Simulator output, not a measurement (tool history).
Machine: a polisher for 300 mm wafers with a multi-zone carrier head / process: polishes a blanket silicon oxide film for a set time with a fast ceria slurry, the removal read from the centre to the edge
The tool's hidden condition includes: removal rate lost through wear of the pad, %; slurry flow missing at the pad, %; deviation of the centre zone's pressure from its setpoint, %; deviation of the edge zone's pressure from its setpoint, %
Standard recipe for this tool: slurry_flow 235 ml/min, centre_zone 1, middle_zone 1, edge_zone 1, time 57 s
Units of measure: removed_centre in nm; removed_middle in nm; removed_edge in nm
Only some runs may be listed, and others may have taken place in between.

run	day	slurry_flow	centre_zone	middle_zone	edge_zone	time	wafers since the last listed run	wafers polished on this pad	hours since the slurry nozzle was cleaned	hours since the centre zone pressure was calibrated	hours since the edge zone pressure was calibrated	hours since the carrier head's membrane was replaced	incoming thickness of the incoming film, nm	removed_centre	removed_middle	removed_edge
1	0	235	1	1.05	0.97	57	0	1477	121.9	906.9	22.1	142.7	2140.5	760.5	797.1	745.1
2	1.054	235	1	1.05	0.97	57	305	1782	147.2	932.2	47.4	168	2137.9	746.6	782.8	752.8
3	1.738	200	1	1	1	43	197	1980	163.6	948.6	63.8	184.4	2184.9	548.1	563.1	566.6
4	3.088	200	1	1	1	43	390	2370	196	981	96.2	216.8	2153.4	565	560.5	574.4
# day 3.275: worn pad replaced by a new one
5	4.438	170	1	1	1.1	57	342	335	228.4	1013.4	128.6	249.2	2147.9	726.3	723.5	772
# day 4.675: centre zone pressure recalibrated
6	5.588	235	1	1	1	57	308	644	256	21.9	156.2	276.8	2129.5	771.5	755.7	745.9
7	6.125	235	1	1	1	57	155	800	268.9	34.8	169.1	289.7	2149.6	743.1	773.2	780.4
8	7.346	235	0.97	1	1.08	69	353	1153	298.2	64.1	198.4	319	2124.2	887.4	902.8	964.6
9	8.7	290	1	1	1	57	391	1545	330.7	96.6	230.9	351.5	2118.1	778.4	776.3	773.9
# day 9.496: slurry nozzle cleaned
10	9.517	235	1	0.96	1	57	224	1769	0.5	116.2	250.5	371.1	2176	757.9	735.9	748.5
11	10.454	235	1	1	1	57	271	2041	23	138.7	273	393.6	2166.7	757.5	765.4	762.8
12	11.125	235	1	0.94	1	57	194	2235	39.1	154.8	289.1	409.7	2126.3	753.3	717.8	763.8
# day 11.512: worn pad replaced by a new one
13	12.238	235	1	1	1	57	273	209	65.8	181.5	315.8	436.4	2165.7	753	764.8	754.2
14	15.233	165	1	1.09	1	57	867	1076	137.7	253.4	387.7	508.3	2146.2	709.8	781.9	750.2
15	16.708	235	1	1	1.11	73	426	1503	173.1	288.8	423.1	543.7	2119.8	963.4	965.3	1035.3
16	17.433	235	1	1	1	57	209	1713	190.5	306.2	440.5	561.1	2143.2	761.1	776.6	765
17	18.262	235	1.03	1	1	57	240	1953	210.4	326.1	460.4	581	2126.2	771.8	759.1	766.3
# day 18.783: worn pad replaced by a new one
18	19.617	235	1	1	0.95	57	343	240	242.9	358.6	492.9	613.5	2119.7	756.7	759.3	751.7
19	21.075	280	1	1.1	1.12	57	422	662	277.9	393.6	527.9	648.5	2134.8	772.7	842.4	800.3
20	21.712	235	1.07	1	1	57	184	847	293.2	408.9	543.2	663.8	2161.2	803.7	762	766
21	22.225	235	1	1	1.09	57	148	995	305.5	421.2	555.5	676.1	2134.5	756.2	753.5	788.2

What if the next run were any one of these 5? Each begins from the tool's condition after run 21:
A	22.242	235	1	1.12	1	57	4	1000	305.9	421.6	555.9	676.5	2164.5	?	?	?
B	22.242	205	1	1	1	57	4	1000	305.9	421.6	555.9	676.5	2164.5	?	?	?
C	22.242	190	1	1	1	57	4	1000	305.9	421.6	555.9	676.5	2164.5	?	?	?
D	22.242	235	1	1	1.05	57	4	1000	305.9	421.6	555.9	676.5	2164.5	?	?	?
E	22.242	280	1	1	1.11	47	4	1000	305.9	421.6	555.9	676.5	2164.5	?	?	?

run	removed_centre	removed_middle	removed_edge
A	752.6	829.7	774.9
B	738.9	741.6	767
C	731.1	734.6	761.6
D	752	753.3	793.1
E	632.6	632.4	679.9
What these runs would have given with no unlogged condition in the tool:
run	removed_centre	removed_middle	removed_edge
A	752.6	829.7	774.9
B	738.9	741.6	767
C	731.1	734.6	761.6
D	752	753.3	793.1
E	632.6	632.4	679.9

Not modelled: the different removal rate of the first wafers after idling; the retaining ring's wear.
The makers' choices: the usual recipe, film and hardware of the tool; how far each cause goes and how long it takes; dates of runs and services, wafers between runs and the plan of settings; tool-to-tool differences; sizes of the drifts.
